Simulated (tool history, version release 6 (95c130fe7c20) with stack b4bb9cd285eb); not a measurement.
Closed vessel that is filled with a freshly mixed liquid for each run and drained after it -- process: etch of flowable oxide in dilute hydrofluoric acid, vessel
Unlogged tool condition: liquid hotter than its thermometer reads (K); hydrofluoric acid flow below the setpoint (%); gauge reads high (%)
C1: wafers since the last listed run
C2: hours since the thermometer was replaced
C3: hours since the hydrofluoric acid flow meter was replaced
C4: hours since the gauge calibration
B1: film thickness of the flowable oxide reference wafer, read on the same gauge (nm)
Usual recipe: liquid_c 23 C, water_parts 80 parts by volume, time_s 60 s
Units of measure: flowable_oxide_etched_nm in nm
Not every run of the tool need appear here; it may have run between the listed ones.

run 1 hour=0 | liquid_c=23 water_parts=80 time_s=60 | C1=0 C2=306.7 C3=1148.6 C4=784.1 | B1=59.98 | flowable_oxide_etched_nm=26.83
run 2 hour=24.8 | liquid_c=23 water_parts=80 time_s=60 | C1=1625 C2=331.5 C3=1173.4 C4=808.9 | B1=60 | flowable_oxide_etched_nm=26.97
run 3 hour=73.6 | liquid_c=23 water_parts=80 time_s=60 | C1=3198 C2=380.3 C3=1222.2 C4=857.7 | B1=60.02 | flowable_oxide_etched_nm=26.91
run 4 hour=104.1 | liquid_c=23 water_parts=80 time_s=60 | C1=1999 C2=410.8 C3=1252.7 C4=888.2 | B1=59.96 | flowable_oxide_etched_nm=26.68
run 5 hour=136.4 | liquid_c=20 water_parts=80 time_s=60 | C1=2117 C2=443.1 C3=1285 C4=920.5 | B1=60 | flowable_oxide_etched_nm=23.8
run 6 hour=194 | liquid_c=20 water_parts=80 time_s=60 | C1=3775 C2=500.7 C3=1342.6 C4=978.1 | B1=60 | flowable_oxide_etched_nm=23.43
run 7 hour=227.3 | liquid_c=20 water_parts=80 time_s=60 | C1=2182 C2=534 C3=1375.9 C4=1011.4 | B1=59.98 | flowable_oxide_etched_nm=23.58
run 8 hour=260.9 | liquid_c=23 water_parts=55 time_s=60 | C1=2202 C2=567.6 C3=1409.5 C4=1045 | B1=60.01 | flowable_oxide_etched_nm=40.34
run 9 hour=293.1 | liquid_c=23 water_parts=55 time_s=60 | C1=2110 C2=599.8 C3=1441.7 C4=1077.2 | B1=59.98 | flowable_oxide_etched_nm=40.23
run 10 hour=322.1 | liquid_c=23 water_parts=55 time_s=60 | C1=1900 C2=628.8 C3=1470.7 C4=1106.2 | B1=60 | flowable_oxide_etched_nm=40.21
-- hour=352.8 gauge calibrated
run 11 hour=360.3 | liquid_c=23 water_parts=80 time_s=60 | C1=2503 C2=667 C3=1508.9 C4=7.5 | B1=59.98 | flowable_oxide_etched_nm=26.72
run 12 hour=414.4 | liquid_c=23 water_parts=80 time_s=60 | C1=3545 C2=721.1 C3=1563 C4=61.6 | B1=59.99 | flowable_oxide_etched_nm=26.91
run 13 hour=536.8 | liquid_c=23 water_parts=80 time_s=75 | C1=8022 C2=843.5 C3=1685.4 C4=184 | B1=60 | flowable_oxide_etched_nm=33.34
-- hour=538.9 hydrofluoric acid flow meter replaced
run 14 hour=593.6 | liquid_c=23 water_parts=80 time_s=70 | C1=3657 C2=900.3 C3=54.7 C4=240.8 | B1=59.98 | flowable_oxide_etched_nm=30.37
run 15 hour=648.1 | liquid_c=23 water_parts=80 time_s=70 | C1=3572 C2=954.8 C3=109.2 C4=295.3 | B1=60.03 | flowable_oxide_etched_nm=30.24
run 16 hour=714.7 | liquid_c=23 water_parts=80 time_s=70 | C1=4365 C2=1021.4 C3=175.8 C4=361.9 | B1=60.01 | flowable_oxide_etched_nm=30.36
run 17 hour=762.1 | liquid_c=23 water_parts=80 time_s=60 | C1=3106 C2=1068.8 C3=223.2 C4=409.3 | B1=60 | flowable_oxide_etched_nm=25.7
run 18 hour=806.7 | liquid_c=20 water_parts=55 time_s=60 | C1=2923 C2=1113.4 C3=267.8 C4=453.9 | B1=59.99 | flowable_oxide_etched_nm=34.23
run 19 hour=855 | liquid_c=21 water_parts=55 time_s=45 | C1=3165 C2=1161.7 C3=316.1 C4=502.2 | B1=59.99 | flowable_oxide_etched_nm=26.69
-- hour=863.4 thermometer replaced
-- hour=897.9 hydrofluoric acid flow meter replaced, repeated, since the last time left the tool worse
run 20 hour=902.5 | liquid_c=23 water_parts=80 time_s=60 | C1=2982 C2=39.1 C3=4.6 C4=549.7 | B1=59.98 | flowable_oxide_etched_nm=27.99
run 21 hour=954.9 | liquid_c=25 water_parts=55 time_s=60 | C1=3434 C2=91.5 C3=57 C4=602.1 | B1=60.01 | flowable_oxide_etched_nm=45.29
run 22 hour=1010.3 | liquid_c=23 water_parts=80 time_s=60 | C1=3631 C2=146.9 C3=112.4 C4=657.5 | B1=60.02 | flowable_oxide_etched_nm=27.74
run 23 hour=1059.7 | liquid_c=23 water_parts=100 time_s=95 | C1=3237 C2=196.3 C3=161.8 C4=706.9 | B1=59.99 | flowable_oxide_etched_nm=34.24
run 24 hour=1092.1 | liquid_c=19 water_parts=110 time_s=85 | C1=2123 C2=228.7 C3=194.2 C4=739.3 | B1=60 | flowable_oxide_etched_nm=23.38
run 25 hour=1118.7 | liquid_c=23 water_parts=55 time_s=60 | C1=1743 C2=255.3 C3=220.8 C4=765.9 | B1=60.01 | flowable_oxide_etched_nm=41.67
run 26 hour=1167.3 | liquid_c=20 water_parts=80 time_s=60 | C1=3185 C2=303.9 C3=269.4 C4=814.5 | B1=59.99 | flowable_oxide_etched_nm=24.46
run 27 hour=1216 | liquid_c=21 water_parts=40 time_s=35 | C1=3191 C2=352.6 C3=318.1 C4=863.2 | B1=60 | flowable_oxide_etched_nm=31.5
-- hour=1233.5 gauge calibrated
run 28 hour=1257.9 | liquid_c=23 water_parts=100 time_s=60 | C1=2746 C2=394.5 C3=360 C4=24.4 | B1=60 | flowable_oxide_etched_nm=21.35
run 29 hour=1284.6 | liquid_c=24.5 water_parts=45 time_s=50 | C1=1750 C2=421.2 C3=386.7 C4=51.1 | B1=60.02 | flowable_oxide_etched_nm=45.5
run 30 hour=1354.3 | liquid_c=24.5 water_parts=95 time_s=60 | C1=4568 C2=490.9 C3=456.4 C4=120.8 | B1=60.01 | flowable_oxide_etched_nm=24.26
run 31 hour=1393.7 | liquid_c=19.5 water_parts=115 time_s=30 | C1=2582 C2=530.3 C3=495.8 C4=160.2 | B1=59.98 | flowable_oxide_etched_nm=7.99
run 32 hour=1418.6 | liquid_c=23 water_parts=55 time_s=45 | C1=1632 C2=555.2 C3=520.7 C4=185.1 | B1=60.02 | flowable_oxide_etched_nm=30.95
run 33 hour=1602 | liquid_c=25 water_parts=60 time_s=40 | C1=12020 C2=738.6 C3=704.1 C4=368.5 | B1=59.97 | flowable_oxide_etched_nm=26.95

A few steps of flowable_oxide_etched_nm between consecutive runs. Split each: what settings, incoming material and random variation would produce without the hidden state, and what is left over for the hidden state, along with gauge scatter present in only one of the two compared results (measured, and without hidden state):
Run 7 -> 8: liquid_c 20 -> 23, water_parts 80 -> 55. flowable_oxide_etched_nm +16.76 nm: hidden state -0.64, all else +17.4.
Run 13 -> 14: time_s 75 -> 70, hydrofluoric acid flow meter replaced. flowable_oxide_etched_nm -2.97 nm: hidden state -0.74, all else -2.23.
Run 19 -> 20: liquid_c 21 -> 23, water_parts 55 -> 80, time_s 45 -> 60, thermometer replaced, hydrofluoric acid flow meter replaced, repeated, since the last time left the tool worse. flowable_oxide_etched_nm +1.3 nm: hidden state +2.02, all else -0.72.
Run 28 -> 29: liquid_c 23 -> 24.5, water_parts 100 -> 45, time_s 60 -> 50. flowable_oxide_etched_nm +24.15 nm: hidden state -0.24, all else +24.39.
Run 29 -> 30: water_parts 45 -> 95, time_s 50 -> 60. flowable_oxide_etched_nm -21.24 nm: hidden state +0.16, all else -21.4.
Run 31 -> 32: liquid_c 19.5 -> 23, water_parts 115 -> 55, time_s 30 -> 45. flowable_oxide_etched_nm +22.96 nm: hidden state -0.3, all else +23.26.
